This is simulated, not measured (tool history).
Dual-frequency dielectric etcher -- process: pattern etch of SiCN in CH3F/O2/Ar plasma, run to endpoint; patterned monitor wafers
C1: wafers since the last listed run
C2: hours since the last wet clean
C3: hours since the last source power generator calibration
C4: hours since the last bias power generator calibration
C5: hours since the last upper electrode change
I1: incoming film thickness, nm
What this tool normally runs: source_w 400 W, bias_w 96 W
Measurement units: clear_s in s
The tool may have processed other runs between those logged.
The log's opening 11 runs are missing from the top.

run 12 hour=1050.5 | source_w=400 bias_w=96 | C1=1017 C2=487.7 C3=3469.1 C4=2502.9 C5=2286.8 | I1=11.28 | clear_s=27.4
run 13 hour=1117.4 | source_w=400 bias_w=96 | C1=1062 C2=554.6 C3=3536 C4=2569.8 C5=2353.7 | I1=11.4 | clear_s=27.7
-- hour=1122.4 source power generator calibrated
run 14 hour=1172.9 | source_w=400 bias_w=96 | C1=817 C2=610.1 C3=50.5 C4=2625.3 C5=2409.2 | I1=11.45 | clear_s=28.4
-- hour=1224.9 wet clean of the chamber
run 15 hour=1225.4 | source_w=400 bias_w=96 | C1=452 C2=0.5 C3=103 C4=2677.8 C5=2461.7 | I1=11.38 | clear_s=28.3
run 16 hour=1305.4 | source_w=400 bias_w=96 | C1=1270 C2=80.5 C3=183 C4=2757.8 C5=2541.7 | I1=11.36 | clear_s=28.5
run 17 hour=1382.5 | source_w=400 bias_w=96 | C1=1223 C2=157.6 C3=260.1 C4=2834.9 C5=2618.8 | I1=11.28 | clear_s=28
run 18 hour=1476.7 | source_w=400 bias_w=96 | C1=1495 C2=251.8 C3=354.3 C4=2929.1 C5=2713 | I1=11.3 | clear_s=28.1
run 19 hour=1570.3 | source_w=500 bias_w=96 | C1=1485 C2=345.4 C3=447.9 C4=3022.7 C5=2806.6 | I1=11.38 | clear_s=26
run 20 hour=1670.4 | source_w=400 bias_w=76 | C1=1589 C2=445.5 C3=548 C4=3122.8 C5=2906.7 | I1=11.59 | clear_s=31.2
run 21 hour=1722.3 | source_w=400 bias_w=96 | C1=823 C2=497.4 C3=599.9 C4=3174.7 C5=2958.6 | I1=11.49 | clear_s=28.4
run 22 hour=1786.9 | source_w=400 bias_w=96 | C1=1025 C2=562 C3=664.5 C4=3239.3 C5=3023.2 | I1=11.35 | clear_s=28.2
-- hour=1835.4 wet clean of the chamber
-- hour=1846 upper electrode replaced
run 23 hour=1881.9 | source_w=340 bias_w=105 | C1=958 C2=46.5 C3=759.5 C4=3334.3 C5=35.9 | I1=11.34 | clear_s=29
run 24 hour=1942.2 | source_w=330 bias_w=118 | C1=957 C2=106.8 C3=819.8 C4=3394.6 C5=96.2 | I1=11.35 | clear_s=28.2
run 25 hour=2022.6 | source_w=340 bias_w=118 | C1=1276 C2=187.2 C3=900.2 C4=3475 C5=176.6 | I1=11.37 | clear_s=27.9
-- hour=2255.1 bias power generator calibrated
run 26 hour=2310.8 | source_w=400 bias_w=72 | C1=4511 C2=475.4 C3=1188.4 C4=55.7 C5=464.8 | I1=11.42 | clear_s=30.9
run 27 hour=2415.4 | source_w=450 bias_w=89 | C1=1660 C2=580 C3=1293 C4=160.3 C5=569.4 | I1=11.29 | clear_s=27.5
-- hour=2486.4 wet clean of the chamber
run 28 hour=2495 | source_w=370 bias_w=74 | C1=882 C2=8.6 C3=1372.6 C4=239.9 C5=649 | I1=11.35 | clear_s=31.3
run 29 hour=2583.5 | source_w=370 bias_w=113 | C1=1404 C2=97.1 C3=1461.1 C4=328.4 C5=737.5 | I1=11.49 | clear_s=27.7
run 30 hour=2645.7 | source_w=400 bias_w=82 | C1=987 C2=159.3 C3=1523.3 C4=390.6 C5=799.7 | I1=11.4 | clear_s=29.6
run 31 hour=2730.8 | source_w=480 bias_w=88 | C1=1350 C2=244.4 C3=1608.4 C4=475.7 C5=884.8 | I1=11.46 | clear_s=27
run 32 hour=2812.4 | source_w=330 bias_w=117 | C1=1295 C2=326 C3=1690 C4=557.3 C5=966.4 | I1=11.56 | clear_s=29
run 33 hour=2860.6 | source_w=300 bias_w=111 | C1=765 C2=374.2 C3=1738.2 C4=605.5 C5=1014.6 | I1=11.44 | clear_s=30.1
run 34 hour=2941.3 | source_w=440 bias_w=88 | C1=1281 C2=454.9 C3=1818.9 C4=686.2 C5=1095.3 | I1=11.49 | clear_s=28.3

Below are 4 alternative next runs, each starting from the tool's condition after run 34. Predict each:
run A hour=2941.7 | source_w=490 bias_w=96 | C1=6 C2=455.3 C3=1819.3 C4=686.6 C5=1095.7 | I1=11.36 | clear_s=?
run B hour=2941.7 | source_w=320 bias_w=108 | C1=6 C2=455.3 C3=1819.3 C4=686.6 C5=1095.7 | I1=11.36 | clear_s=?
run C hour=2941.7 | source_w=400 bias_w=110 | C1=6 C2=455.3 C3=1819.3 C4=686.6 C5=1095.7 | I1=11.36 | clear_s=?
run D hour=2941.7 | source_w=470 bias_w=89 | C1=6 C2=455.3 C3=1819.3 C4=686.6 C5=1095.7 | I1=11.36 | clear_s=?

run=A clear_s=26.2
run=B clear_s=29.6
run=C clear_s=27.1
run=D clear_s=27.3
With the hidden condition removed and each run's random variation left untouched, the same runs would have given:
run=A clear_s=26.3
run=B clear_s=29.8
run=C clear_s=27.2
run=D clear_s=27.4
